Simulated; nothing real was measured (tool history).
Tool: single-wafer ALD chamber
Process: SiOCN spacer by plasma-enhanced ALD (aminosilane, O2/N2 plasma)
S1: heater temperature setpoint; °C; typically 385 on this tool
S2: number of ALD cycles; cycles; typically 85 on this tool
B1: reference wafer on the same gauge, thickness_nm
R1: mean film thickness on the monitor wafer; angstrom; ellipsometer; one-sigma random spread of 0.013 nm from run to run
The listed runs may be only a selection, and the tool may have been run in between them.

{"run": 1, "hour": 0.0, "S1": 385, "S2": 76, "B1": 5.981, "R1": 46.02}
{"run": 2, "hour": 12.1, "S1": 385, "S2": 76, "B1": 5.981, "R1": 46.03}
{"run": 3, "hour": 18.3, "S1": 385, "S2": 76, "B1": 5.972, "R1": 46.13}
{"run": 4, "hour": 25.6, "S1": 392, "S2": 85, "B1": 5.978, "R1": 51.66}
{"hour": 31.8, "done": "gauge calibrated"}
{"run": 5, "hour": 42.0, "S1": 392, "S2": 85, "B1": 5.978, "R1": 51.64}
{"run": 6, "hour": 53.4, "S1": 385, "S2": 85, "B1": 5.981, "R1": 51.46}
{"run": 7, "hour": 68.7, "S1": 385, "S2": 85, "B1": 5.978, "R1": 51.43}
{"run": 8, "hour": 87.4, "S1": 385, "S2": 85, "B1": 5.978, "R1": 51.52}
{"run": 9, "hour": 101.4, "S1": 385, "S2": 96, "B1": 5.977, "R1": 58.31}
{"hour": 121.9, "done": "thermocouple changed; heater temperature recalibrated"}
{"run": 10, "hour": 122.4, "S1": 385, "S2": 78, "B1": 5.979, "R1": 47.32}
{"run": 11, "hour": 132.5, "S1": 385, "S2": 78, "B1": 5.977, "R1": 47.02}
{"run": 12, "hour": 143.9, "S1": 385, "S2": 78, "B1": 5.975, "R1": 47.13}
{"run": 13, "hour": 150.2, "S1": 380, "S2": 80, "B1": 5.98, "R1": 48.52}
{"run": 14, "hour": 157.0, "S1": 385, "S2": 85, "B1": 5.982, "R1": 51.4}
{"hour": 158.7, "done": "gauge calibrated"}
{"run": 15, "hour": 167.3, "S1": 385, "S2": 85, "B1": 5.986, "R1": 51.36}
{"run": 16, "hour": 176.1, "S1": 385, "S2": 85, "B1": 5.982, "R1": 51.59}
{"run": 17, "hour": 184.1, "S1": 385, "S2": 85, "B1": 5.979, "R1": 51.66}
{"run": 18, "hour": 197.1, "S1": 397, "S2": 100, "B1": 5.981, "R1": 60.54}
{"run": 19, "hour": 203.7, "S1": 391, "S2": 70, "B1": 5.978, "R1": 42.48}
{"run": 20, "hour": 216.1, "S1": 398, "S2": 80, "B1": 5.98, "R1": 48.17}
{"run": 21, "hour": 229.9, "S1": 372, "S2": 68, "B1": 5.976, "R1": 41.22}

For run 22, what comes out?
{"run": 22, "hour": 239.4, "S1": 393, "S2": 77, "B1": "?", "R1": "?"}

{"run 22": {"B1": 5.983, "R1": 46.44}}
If the tool had no hidden condition, the same run with the same run-to-run variation would have returned R1 46.44 angstrom.

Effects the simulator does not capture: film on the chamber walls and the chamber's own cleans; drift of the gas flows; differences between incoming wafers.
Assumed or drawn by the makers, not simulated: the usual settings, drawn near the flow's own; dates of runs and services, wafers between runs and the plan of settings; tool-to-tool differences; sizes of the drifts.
